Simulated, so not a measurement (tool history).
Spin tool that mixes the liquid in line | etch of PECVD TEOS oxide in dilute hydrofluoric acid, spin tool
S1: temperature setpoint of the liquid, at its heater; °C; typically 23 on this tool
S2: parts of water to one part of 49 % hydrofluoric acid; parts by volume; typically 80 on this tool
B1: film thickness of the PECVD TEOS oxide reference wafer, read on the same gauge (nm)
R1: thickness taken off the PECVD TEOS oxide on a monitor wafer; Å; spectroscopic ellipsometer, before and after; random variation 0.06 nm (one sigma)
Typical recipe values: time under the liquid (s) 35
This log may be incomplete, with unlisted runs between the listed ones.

run 1 day=0 | S1=23 S2=80 time_under_the_liquid_(s)=35 | B1=140 | R1=71.5
run 2 day=1.921 | S1=23 S2=80 time_under_the_liquid_(s)=35 | B1=139.99 | R1=72
run 3 day=6.258 | S1=23 S2=80 time_under_the_liquid_(s)=35 | B1=139.99 | R1=73.5
-- day=12.104 gauge calibrated
run 4 day=13.921 | S1=23 S2=80 time_under_the_liquid_(s)=35 | B1=140.01 | R1=74.8
run 5 day=16.383 | S1=21 S2=105 time_under_the_liquid_(s)=35 | B1=139.99 | R1=51.5
-- day=16.542 hydrofluoric acid flow meter replaced
run 6 day=18.825 | S1=21 S2=105 time_under_the_liquid_(s)=35 | B1=140 | R1=47.7
run 7 day=21.846 | S1=21 S2=105 time_under_the_liquid_(s)=35 | B1=139.99 | R1=48.4
run 8 day=23.567 | S1=23 S2=90 time_under_the_liquid_(s)=30 | B1=140 | R1=53.4
run 9 day=27.788 | S1=23 S2=90 time_under_the_liquid_(s)=30 | B1=140 | R1=54.9
run 10 day=32.062 | S1=23 S2=90 time_under_the_liquid_(s)=30 | B1=140 | R1=55.3
run 11 day=33.696 | S1=23 S2=70 time_under_the_liquid_(s)=35 | B1=139.98 | R1=86.1
-- day=36.638 hydrofluoric acid flow meter replaced
run 12 day=37.804 | S1=23 S2=70 time_under_the_liquid_(s)=35 | B1=139.99 | R1=80.8
run 13 day=41.983 | S1=26.5 S2=65 time_under_the_liquid_(s)=35 | B1=140 | R1=101.1
run 14 day=44.329 | S1=23 S2=80 time_under_the_liquid_(s)=35 | B1=140.02 | R1=71.4
run 15 day=48.471 | S1=19.5 S2=45 time_under_the_liquid_(s)=45 | B1=140.01 | R1=146.6
run 16 day=51.9 | S1=21 S2=115 time_under_the_liquid_(s)=35 | B1=140.01 | R1=44.3
-- day=52.667 thermometer replaced
-- day=53.925 hydrofluoric acid flow meter replaced
run 17 day=53.975 | S1=23 S2=70 time_under_the_liquid_(s)=35 | B1=140.02 | R1=83.2
-- day=54.208 gauge calibrated
run 18 day=55.512 | S1=25 S2=110 time_under_the_liquid_(s)=35 | B1=140 | R1=54
run 19 day=59.654 | S1=23 S2=80 time_under_the_liquid_(s)=20 | B1=140 | R1=41.9
run 20 day=61.833 | S1=23 S2=90 time_under_the_liquid_(s)=30 | B1=139.99 | R1=55.7
run 21 day=64.858 | S1=23 S2=100 time_under_the_liquid_(s)=35 | B1=139.99 | R1=58.4
run 22 day=67.112 | S1=23 S2=80 time_under_the_liquid_(s)=35 | B1=140 | R1=76
run 23 day=71.179 | S1=20 S2=60 time_under_the_liquid_(s)=50 | B1=139.99 | R1=132.4
-- day=72.967 hydrofluoric acid flow meter replaced
run 24 day=73.283 | S1=26 S2=95 time_under_the_liquid_(s)=25 | B1=140 | R1=47.9

Run-by-run hidden state of the tool:
gauge reads high (%): 0 on each run
H1: liquid colder than its thermometer reads (K)
H2: hydrofluoric acid flow above the setpoint (%)
run=1 H1=0.845 H2=1.1
run=2 H1=0.882 H2=2
run=3 H1=0.965 H2=4.04
run=4 H1=1.11 H2=7.65
run=5 H1=1.16 H2=8.81
run=6 H1=1.21 H2=1.47
run=7 H1=1.26 H2=2.89
run=8 H1=1.3 H2=3.7
run=9 H1=1.38 H2=5.68
run=10 H1=1.46 H2=7.7
run=11 H1=1.49 H2=8.46
run=12 H1=1.57 H2=1.05
run=13 H1=1.65 H2=3.01
run=14 H1=1.7 H2=4.12
run=15 H1=1.78 H2=6.07
run=16 H1=1.84 H2=7.68
run=17 H1=0.265 H2=0.199
run=18 H1=0.294 H2=0.923
run=19 H1=0.374 H2=2.87
run=20 H1=0.416 H2=3.9
run=21 H1=0.474 H2=5.32
run=22 H1=0.517 H2=6.38
run=23 H1=0.596 H2=8.3
run=24 H1=0.636 H2=0.693

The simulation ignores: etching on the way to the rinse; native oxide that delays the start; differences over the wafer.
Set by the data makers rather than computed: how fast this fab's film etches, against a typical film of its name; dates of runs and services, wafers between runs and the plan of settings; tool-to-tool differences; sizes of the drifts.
